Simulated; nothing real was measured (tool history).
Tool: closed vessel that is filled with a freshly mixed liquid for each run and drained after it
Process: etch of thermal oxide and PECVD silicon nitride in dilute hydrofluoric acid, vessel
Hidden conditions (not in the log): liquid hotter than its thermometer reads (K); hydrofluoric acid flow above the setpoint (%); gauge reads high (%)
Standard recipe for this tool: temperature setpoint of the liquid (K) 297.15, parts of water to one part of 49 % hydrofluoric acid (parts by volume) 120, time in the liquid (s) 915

run	hour	temperature setpoint of the liquid (K)	parts of water to one part of 49 % hydrofluoric acid (parts by volume)	time in the liquid (s)	wafers since the last listed run	hours since the thermometer was replaced	hours since the hydrofluoric acid flow meter was replaced	hours since the gauge calibration	read-back film thickness of the thermal oxide reference wafer, read on the same gauge (nm)	read-back film thickness of the PECVD silicon nitride reference wafer, read on the same gauge (nm)	thickness taken off the thermal oxide on a monitor wafer (angstrom)	thickness taken off the PECVD silicon nitride on a monitor wafer (angstrom)
1	0	297.15	120	915	0	182.8	1540.4	690	110.02	70.01	355	329.6
2	57.9	297.15	120	915	2921	240.7	1598.3	747.9	110.02	70.04	353.2	330.6
3	73.8	297.15	165	915	802	256.6	1614.2	763.8	110	69.97	245.6	239.9
4	104.8	297.15	120	915	1564	287.6	1645.2	794.8	109.99	69.97	354.1	331.8
5	131.6	300.65	120	1210	1352	314.4	1672	821.6	110.01	70.02	533.3	552.7
6	157.4	300.65	120	1210	1301	340.2	1697.8	847.4	110.01	70.02	539	556.8
7	175.2	300.65	120	1210	898	358	1715.6	865.2	110.02	70.02	531.3	553.7
# hour 196.1: hydrofluoric acid flow meter replaced
# hour 203: gauge calibrated
8	253.3	297.15	120	915	3890	436.1	57.2	50.3	110.01	69.99	355.6	336.3
9	277.5	297.15	120	915	1221	460.3	81.4	74.5	110	70.01	356.4	337.3
10	308.6	297.15	120	915	1569	491.4	112.5	105.6	109.97	70.04	355.5	339.5
11	342.2	295.65	120	1125	1695	525	146.1	139.2	109.99	70	416.5	378.3
12	372	297.15	120	915	1503	554.8	175.9	169	109.96	70.02	360.5	342.4
13	387.5	297.15	120	1235	782	570.3	191.4	184.5	110	69.97	487.4	460
14	399.9	298.65	120	915	625	582.7	203.8	196.9	110.04	69.95	380.9	375.6
15	431.7	297.15	120	915	1604	614.5	235.6	228.7	110.02	70.01	357.6	341.5
16	450.6	297.15	120	915	953	633.4	254.5	247.6	109.99	69.98	360.6	342.1
17	470.1	299.65	140	1325	983	652.9	274	267.1	109.99	70	478.7	498.2
18	502.5	301.65	65	515	1634	685.3	306.4	299.5	109.98	69.96	482.4	476.1
# hour 604: thermometer replaced
19	606.5	297.15	120	915	5197	2.5	410.4	403.5	110	70.01	345.4	320.1
20	642.4	298.65	70	1435	1811	38.4	446.3	439.4	110	70.01	1050.4	954.8
21	674.9	297.15	120	605	1639	70.9	478.8	471.9	110	70.02	230.4	214.1
22	704.4	297.15	120	915	1488	100.4	508.3	501.4	109.98	70	346.6	324.9
23	730.8	298.65	70	1435	1332	126.8	534.7	527.8	110.02	70.01	1063.7	961
24	745.6	302.15	120	1250	746	141.6	549.5	542.6	110.01	70.01	572.9	608.3
25	765.7	292.15	120	1090	1014	161.7	569.6	562.7	109.98	69.99	344.3	277.3
26	800.7	302.15	105	1440	1766	196.7	604.6	597.7	109.99	70	776.2	809.9

Describe how what the log doesn't record of the tool's condition differs between the last listed run preceding each entry between runs and the first listed run following it.
Runs 7 to 8: hydrofluoric acid flow meter replaced (hour 196.1); gauge calibrated (hour 203)
  liquid hotter than its thermometer reads (K): 0.648 -> 0.749
  difference, measured minus the result without the unlogged condition, thickness taken off the thermal oxide on a monitor wafer (angstrom): +12.8 -> +10.2; thickness taken off the PECVD silicon nitride on a monitor wafer (angstrom): +22.3 -> +16
Runs 18 to 19: thermometer replaced (hour 604)
  liquid hotter than its thermometer reads (K): 1.07 -> 0.0354
  difference, measured minus the result without the unlogged condition, thickness taken off the thermal oxide on a monitor wafer (angstrom): +19.7 -> +0.5; thickness taken off the PECVD silicon nitride on a monitor wafer (angstrom): +31.7 -> +0.9
